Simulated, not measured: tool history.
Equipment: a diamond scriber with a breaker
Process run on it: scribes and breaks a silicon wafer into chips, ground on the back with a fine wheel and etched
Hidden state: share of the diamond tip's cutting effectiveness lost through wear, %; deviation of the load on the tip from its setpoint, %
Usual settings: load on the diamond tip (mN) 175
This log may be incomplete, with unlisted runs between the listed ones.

run    hour  load on the diamond tip (mN)  wafers since the last listed run  hours since the diamond tip was replaced  hours since the load on the tip was calibrated  incoming depth of the damage left on the back of the incoming wafer, um  depth of the median crack under the scribed line (nm)  chips rejected at inspection after the break (%)
  1     0.0                           195                                 0                                     586.1                                           501.0                                                                     0.75                                                   9200                                              2.05
  2    54.8                           195                               121                                     640.9                                           555.8                                                                     0.61                                                   9210                                              1.87
  3    99.8                           195                                99                                     685.9                                           600.8                                                                     0.62                                                   9270                                              2.05
  4   187.1                           148                               192                                     773.2                                           688.1                                                                     0.62                                                   7910                                              7.50
      218.8  -- load on the tip recalibrated
      286.6  -- diamond tip replaced by a new one
  5   456.1                           148                               585                                     169.5                                           237.3                                                                     0.61                                                   8170                                              5.79
  6   513.8                           175                               127                                     227.2                                           295.0                                                                     0.67                                                   8670                                              2.93
  7   550.7                           196                                81                                     264.1                                           331.9                                                                     0.50                                                   9200                                              2.05
  8   637.9                           138                               192                                     351.3                                           419.1                                                                     0.58                                                   7750                                              8.55
  9   704.7                           138                               147                                     418.1                                           485.9                                                                     0.42                                                   7750                                              9.17
 10   745.8                           138                                90                                     459.2                                           527.0                                                                     0.70                                                   7680                                              9.70
 11   800.5                           135                               120                                     513.9                                           581.7                                                                     0.34                                                   7530                                             10.55
 12   855.9                           175                               122                                     569.3                                           637.1                                                                     0.67                                                   8500                                              4.41
      912.1  -- load on the tip recalibrated
 13   915.2                           175                               126                                     628.6                                             3.1                                                                     0.42                                                   9150                                              2.00
 14   977.1                           159                               136                                     690.5                                            65.0                                                                     0.60                                                   8710                                              3.88
 15  1070.0                           159                               205                                     783.4                                           157.9                                                                     0.63                                                   8390                                              4.55
 16  1127.1                           205                               126                                     840.5                                           215.0                                                                     0.55                                                   9250                                              1.66
 17  1175.0                           225                               105                                     888.4                                           262.9                                                                     0.74                                                   9740                                              1.86
 18  1255.8                           139                               178                                     969.2                                           343.7                                                                     0.38                                                   7710                                             10.43
     1359.3  -- diamond tip replaced by a new one
 19  1396.9                           131                               307                                      37.6                                           484.8                                                                     0.53                                                   7680                                              9.62
 20  1460.4                           200                               140                                     101.1                                           548.3                                                                     0.66                                                   9370                                              1.89
 21  1567.0                           205                               235                                     207.7                                           654.9                                                                     0.64                                                   9360                                              1.75
     1628.4  -- load on the tip recalibrated
 22  1628.9                           150                               132                                     269.6                                             0.5                                                                     0.63                                                   8620                                              3.60
 23  1722.0                           202                               205                                     362.7                                            93.6                                                                     0.48                                                   9710                                              1.69
 24  1827.3                           175                               232                                     468.0                                           198.9                                                                     0.42                                                   8820                                              2.82
 25  1864.6                           216                                82                                     505.3                                           236.2                                                                     0.72                                                   9510                                              1.89
 26  1921.6                           175                               125                                     562.3                                           293.2                                                                     0.34                                                   8660                                              3.26
 27  1958.6                           204                                81                                     599.3                                           330.2                                                                     0.74                                                   9360                                              1.90
 28  2039.2                           208                               178                                     679.9                                           410.8                                                                     0.71                                                   9210                                              1.98
 29  2130.1                           159                               200                                     770.8                                           501.7                                                                     0.35                                                   8080                                              6.66
 30  2170.6                           175                                89                                     811.3                                           542.2                                                                     0.50                                                   8500                                              4.70

For each run, what was the tool's unlogged condition?
H1: share of the diamond tip's cutting effectiveness lost through wear, %
H2: deviation of the load on the tip from its setpoint, %
run     H1     H2
  1   3.58    -12
  2   3.89  -12.4
  3   4.14  -12.7
  4   4.64  -13.1
  5   1.32  -12.8
  6   1.64    -14
  7   1.85  -14.7
  8   2.35    -16
  9   2.72  -16.7
 10   2.96    -17
 11   3.27  -17.4
 12   3.58  -17.7
 13   3.92  -2.07
 14   4.27  -5.39
 15   4.79   -9.1
 16   5.12  -10.8
 17   5.39    -12
 18   5.84  -13.5
 19  0.385  -15.3
 20  0.745  -15.8
 21   1.35  -16.4
 22    1.7  -3.46
 23   2.23  -8.23
 24   2.82  -11.9
 25   3.03  -12.9
 26   3.36  -14.1
 27   3.56  -14.8
 28   4.02    -16
 29   4.54    -17
 30   4.77  -17.3
